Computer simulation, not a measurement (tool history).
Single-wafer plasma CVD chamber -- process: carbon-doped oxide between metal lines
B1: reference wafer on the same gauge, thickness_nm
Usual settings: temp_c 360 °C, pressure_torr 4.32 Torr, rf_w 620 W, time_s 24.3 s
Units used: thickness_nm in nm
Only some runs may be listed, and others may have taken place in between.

{"run": 1, "day": 0.0, "temp_c": 360, "pressure_torr": 4.32, "rf_w": 620, "time_s": 27.1, "B1": 137.045, "thickness_nm": 135.746}
{"day": 0.421, "done": "capacitance manometer re-zeroed and calibrated"}
{"run": 2, "day": 0.442, "temp_c": 360, "pressure_torr": 4.32, "rf_w": 620, "time_s": 27.1, "B1": 137.014, "thickness_nm": 135.657}
{"run": 3, "day": 1.375, "temp_c": 360, "pressure_torr": 4.32, "rf_w": 620, "time_s": 27.1, "B1": 137.049, "thickness_nm": 135.42}
{"run": 4, "day": 1.912, "temp_c": 360, "pressure_torr": 4.32, "rf_w": 620, "time_s": 24.3, "B1": 136.996, "thickness_nm": 121.84}
{"run": 5, "day": 2.221, "temp_c": 360, "pressure_torr": 4.88, "rf_w": 620, "time_s": 24.3, "B1": 137.035, "thickness_nm": 123.872}
{"run": 6, "day": 2.588, "temp_c": 360, "pressure_torr": 4.32, "rf_w": 620, "time_s": 24.3, "B1": 136.988, "thickness_nm": 121.726}
{"run": 7, "day": 3.329, "temp_c": 360, "pressure_torr": 4.32, "rf_w": 680, "time_s": 26.1, "B1": 137.02, "thickness_nm": 138.526}
{"run": 8, "day": 3.592, "temp_c": 367, "pressure_torr": 4.97, "rf_w": 670, "time_s": 24.3, "B1": 137.035, "thickness_nm": 128.424}
{"run": 9, "day": 4.067, "temp_c": 367, "pressure_torr": 5.38, "rf_w": 620, "time_s": 28.9, "B1": 137.005, "thickness_nm": 145.857}
{"run": 10, "day": 4.646, "temp_c": 360, "pressure_torr": 4.32, "rf_w": 620, "time_s": 24.3, "B1": 137.037, "thickness_nm": 122.029}
{"run": 11, "day": 5.292, "temp_c": 373, "pressure_torr": 4.32, "rf_w": 585, "time_s": 21.6, "B1": 136.939, "thickness_nm": 100.25}
{"run": 12, "day": 5.7, "temp_c": 360, "pressure_torr": 4.32, "rf_w": 620, "time_s": 24.3, "B1": 137.016, "thickness_nm": 121.964}
{"run": 13, "day": 6.283, "temp_c": 346, "pressure_torr": 3.92, "rf_w": 515, "time_s": 20.2, "B1": 136.986, "thickness_nm": 91.93}
{"run": 14, "day": 6.692, "temp_c": 354, "pressure_torr": 3.34, "rf_w": 540, "time_s": 26.3, "B1": 137.04, "thickness_nm": 118.547}
{"day": 7.688, "done": "showerhead replaced"}
{"run": 15, "day": 7.708, "temp_c": 360, "pressure_torr": 4.32, "rf_w": 620, "time_s": 24.3, "B1": 137.037, "thickness_nm": 121.825}
{"run": 16, "day": 7.721, "temp_c": 370, "pressure_torr": 5.4, "rf_w": 620, "time_s": 24.3, "B1": 137.009, "thickness_nm": 121.874}
{"run": 17, "day": 7.988, "temp_c": 360, "pressure_torr": 4.32, "rf_w": 620, "time_s": 28.4, "B1": 137.001, "thickness_nm": 141.629}
{"day": 7.992, "done": "gauge calibrated"}
{"run": 18, "day": 8.658, "temp_c": 360, "pressure_torr": 4.68, "rf_w": 655, "time_s": 24.3, "B1": 136.987, "thickness_nm": 127.578}
{"run": 19, "day": 9.117, "temp_c": 360, "pressure_torr": 4.32, "rf_w": 620, "time_s": 20.6, "B1": 137.019, "thickness_nm": 103.496}
{"run": 20, "day": 9.746, "temp_c": 360, "pressure_torr": 4.32, "rf_w": 620, "time_s": 24.3, "B1": 136.983, "thickness_nm": 121.884}
{"run": 21, "day": 10.204, "temp_c": 352, "pressure_torr": 4.75, "rf_w": 715, "time_s": 24.3, "B1": 136.971, "thickness_nm": 139.237}
{"day": 11.083, "done": "RF generator calibrated"}
{"run": 22, "day": 11.104, "temp_c": 364, "pressure_torr": 3.94, "rf_w": 520, "time_s": 22, "B1": 137.005, "thickness_nm": 97.394}
{"day": 11.512, "done": "thermocouple changed; heater temperature recalibrated"}
{"run": 23, "day": 11.583, "temp_c": 366, "pressure_torr": 4.32, "rf_w": 530, "time_s": 24.3, "B1": 136.968, "thickness_nm": 107.456}
{"run": 24, "day": 13.583, "temp_c": 373, "pressure_torr": 4.81, "rf_w": 620, "time_s": 29, "B1": 136.969, "thickness_nm": 141.983}
{"run": 25, "day": 13.875, "temp_c": 374, "pressure_torr": 4.32, "rf_w": 620, "time_s": 28.1, "B1": 137.012, "thickness_nm": 135.558}
{"run": 26, "day": 14.45, "temp_c": 364, "pressure_torr": 3.95, "rf_w": 655, "time_s": 21.7, "B1": 136.951, "thickness_nm": 110.768}
{"run": 27, "day": 14.975, "temp_c": 360, "pressure_torr": 4.32, "rf_w": 620, "time_s": 24.3, "B1": 137.045, "thickness_nm": 122.104}
{"run": 28, "day": 16.596, "temp_c": 360, "pressure_torr": 4.32, "rf_w": 620, "time_s": 24.3, "B1": 137.054, "thickness_nm": 121.685}

What if the next run were any one of these 4? Each begins from the tool's condition after run 28:
{"run": "A", "day": 16.612, "temp_c": 360, "pressure_torr": 4.32, "rf_w": 620, "time_s": 24.3, "B1": "?", "thickness_nm": "?"}
{"run": "B", "day": 16.612, "temp_c": 350, "pressure_torr": 5.15, "rf_w": 730, "time_s": 27.7, "B1": "?", "thickness_nm": "?"}
{"run": "C", "day": 16.612, "temp_c": 352, "pressure_torr": 4.32, "rf_w": 585, "time_s": 24.3, "B1": "?", "thickness_nm": "?"}
{"run": "D", "day": 16.612, "temp_c": 360, "pressure_torr": 4.32, "rf_w": 720, "time_s": 21.7, "B1": "?", "thickness_nm": "?"}

run=A B1=137.014 thickness_nm=121.62
run=B B1=137.014 thickness_nm=162.675
run=C B1=137.014 thickness_nm=119.754
run=D B1=137.014 thickness_nm=120.079
Take away the tool's hidden state, keep each run's random variation, and the runs would have read:
run=A thickness_nm=121.976
run=B thickness_nm=163.13
run=C thickness_nm=120.102
run=D thickness_nm=120.422

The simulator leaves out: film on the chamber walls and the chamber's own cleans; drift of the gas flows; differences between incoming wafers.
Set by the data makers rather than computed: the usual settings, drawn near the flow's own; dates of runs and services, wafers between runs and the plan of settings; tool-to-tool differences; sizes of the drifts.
